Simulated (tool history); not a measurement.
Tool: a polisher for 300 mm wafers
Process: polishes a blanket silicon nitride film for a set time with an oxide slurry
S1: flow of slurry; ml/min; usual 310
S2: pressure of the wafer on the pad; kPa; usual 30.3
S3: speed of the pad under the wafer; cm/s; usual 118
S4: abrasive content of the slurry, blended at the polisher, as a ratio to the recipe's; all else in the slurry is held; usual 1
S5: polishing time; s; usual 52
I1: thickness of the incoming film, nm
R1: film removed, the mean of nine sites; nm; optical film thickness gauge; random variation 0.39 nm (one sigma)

{"run": 1, "hour": 0.0, "S1": 310, "S2": 30.3, "S3": 118, "S4": 1, "S5": 52, "I1": 526.8, "R1": 39.7}
{"hour": 9.2, "done": "conditioning disc replaced and pad reconditioned"}
{"hour": 11.6, "done": "worn pad replaced by a new one"}
{"run": 2, "hour": 31.9, "S1": 310, "S2": 30.3, "S3": 118, "S4": 1, "S5": 52, "I1": 523.5, "R1": 41}
{"run": 3, "hour": 45.1, "S1": 310, "S2": 30.3, "S3": 118, "S4": 1, "S5": 46, "I1": 521.7, "R1": 35.5}
{"run": 4, "hour": 80.0, "S1": 310, "S2": 30.3, "S3": 118, "S4": 1, "S5": 44, "I1": 516.6, "R1": 34.4}
{"run": 5, "hour": 98.7, "S1": 310, "S2": 30.3, "S3": 118, "S4": 1, "S5": 44, "I1": 515, "R1": 34.1}
{"hour": 115.6, "done": "conditioning disc replaced and pad reconditioned"}
{"hour": 123.1, "done": "worn pad replaced by a new one"}
{"run": 6, "hour": 133.8, "S1": 310, "S2": 30.3, "S3": 118, "S4": 1, "S5": 52, "I1": 511.7, "R1": 40.4}
{"run": 7, "hour": 179.2, "S1": 310, "S2": 30.3, "S3": 118, "S4": 1, "S5": 52, "I1": 516.6, "R1": 39.9}
{"hour": 184.6, "done": "slurry nozzle cleaned"}
{"run": 8, "hour": 208.9, "S1": 310, "S2": 30.3, "S3": 118, "S4": 1.25, "S5": 52, "I1": 523.7, "R1": 43.3}
{"hour": 221.0, "done": "conditioning disc replaced and pad reconditioned"}
{"hour": 228.1, "done": "worn pad replaced by a new one"}
{"run": 9, "hour": 228.9, "S1": 310, "S2": 30.3, "S3": 118, "S4": 1.25, "S5": 52, "I1": 512.1, "R1": 43.2}
{"run": 10, "hour": 243.9, "S1": 310, "S2": 30.3, "S3": 118, "S4": 1, "S5": 43, "I1": 520.1, "R1": 33.1}
{"run": 11, "hour": 271.5, "S1": 310, "S2": 30.3, "S3": 156, "S4": 1, "S5": 34, "I1": 517.9, "R1": 32.4}
{"run": 12, "hour": 302.8, "S1": 360, "S2": 30.3, "S3": 138, "S4": 1, "S5": 52, "I1": 515.8, "R1": 45.9}
{"hour": 306.0, "done": "slurry blender recalibrated"}
{"run": 13, "hour": 327.4, "S1": 310, "S2": 38.6, "S3": 118, "S4": 0.7, "S5": 52, "I1": 517.8, "R1": 46.1}
{"hour": 340.4, "done": "conditioning disc replaced and pad reconditioned"}
{"run": 14, "hour": 348.4, "S1": 310, "S2": 30.3, "S3": 118, "S4": 1, "S5": 52, "I1": 516.4, "R1": 39.9}
{"hour": 352.6, "done": "worn pad replaced by a new one"}
{"run": 15, "hour": 371.1, "S1": 365, "S2": 26.2, "S3": 118, "S4": 1, "S5": 52, "I1": 514.5, "R1": 34.8}
{"hour": 399.3, "done": "head pressure recalibrated"}
{"run": 16, "hour": 448.2, "S1": 310, "S2": 30.3, "S3": 118, "S4": 1, "S5": 52, "I1": 523.4, "R1": 40.4}
{"hour": 456.3, "done": "conditioning disc replaced and pad reconditioned"}
{"hour": 461.0, "done": "worn pad replaced by a new one"}
{"run": 17, "hour": 466.5, "S1": 310, "S2": 37.2, "S3": 118, "S4": 1, "S5": 61, "I1": 525.4, "R1": 57.8}
{"run": 18, "hour": 490.8, "S1": 310, "S2": 30.3, "S3": 118, "S4": 1, "S5": 52, "I1": 517.8, "R1": 40.8}
{"run": 19, "hour": 519.9, "S1": 310, "S2": 30.3, "S3": 146, "S4": 1, "S5": 69, "I1": 521.2, "R1": 63.3}
{"hour": 522.6, "done": "slurry nozzle cleaned"}
{"run": 20, "hour": 544.9, "S1": 310, "S2": 25.5, "S3": 142, "S4": 0.9, "S5": 60, "I1": 520.6, "R1": 44.1}

The tool's hidden state at each run:
removal rate lost through wear of the pad, %: 0 in every run
slurry flow missing at the pad, %: 0 in every run
deviation of the head's pressure from its setpoint, %: 0 in every run
abrasive missing from the slurry, %: 0 in every run
time polished since the conditioner stopped cutting, s: 0 in every run
